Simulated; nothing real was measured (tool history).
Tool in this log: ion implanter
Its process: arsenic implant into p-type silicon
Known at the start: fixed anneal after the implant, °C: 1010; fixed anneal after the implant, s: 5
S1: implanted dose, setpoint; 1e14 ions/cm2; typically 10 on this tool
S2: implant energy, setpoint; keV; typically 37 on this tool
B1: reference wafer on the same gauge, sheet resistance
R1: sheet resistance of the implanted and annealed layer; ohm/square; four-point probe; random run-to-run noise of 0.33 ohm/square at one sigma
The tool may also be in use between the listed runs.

run	hour	S1	S2	B1	R1
1	0	8.64	37	119	126.35
2	68.8	10	37	118.98	115.29
3	165	11.28	37	118.94	107.62
4	206.4	11.28	37	118.99	107.8
5	246.9	10	40	119.02	112.12
6	324.6	10	40	119.04	111.74
7	635	11.2	37	118.95	107.26
8	673.4	11.2	37	119.08	106.59
9	733.9	11.2	37	118.96	106.69
10	773.1	7.96	37	118.96	131.44
11	841.5	7.96	37	118.97	131.02
12	890.5	7.96	37	119.05	130.92
13	951.7	10	29	119.09	122.49
14	1007	11.29	49	119.07	97.53
15	1060.5	10	37	119.08	112.74
16	1153.9	7.21	31.5	119.09	144.7
# hour 1167: gauge calibrated
17	1195	7.66	37	118.94	133.78
# hour 1232: Faraday cup replaced and dose calibrated
18	1248.7	10	37	119.15	116.41
19	1315	7.21	31.5	118.97	149.07
# hour 1327.5: extraction supply calibrated
20	1399.1	11.39	37	119.01	107.49
21	1439.7	10	44.5	118.99	110.63
22	1522.8	7.87	25.5	118.98	147.42
23	1832.2	11.2	37	118.98	107.78
24	1911.6	7.96	49	119.07	125.55
25	1989.1	8.44	24.5	119	141.93
26	2077.2	8.49	30.5	119.08	133.02
27	2121	10.88	46.5	119.09	101.87

Branching from run 27: 5 alternative next runs. What would each branch give?
A	2121.4	7.41	37	?	?
B	2121.4	12.18	42.5	?	?
C	2121.4	8.55	25.5	?	?
D	2121.4	11.29	33.5	?	?
E	2121.4	7.76	37	?	?

run	B1	R1
A	118.86	137.96
B	118.86	97.91
C	118.86	138.53
D	118.86	109.78
E	118.86	133.62
Stripped of hidden state, with their random variation kept, the same runs would have yielded:
run	R1
A	140.82
B	99.4
C	140.8
D	111.4
E	136.35
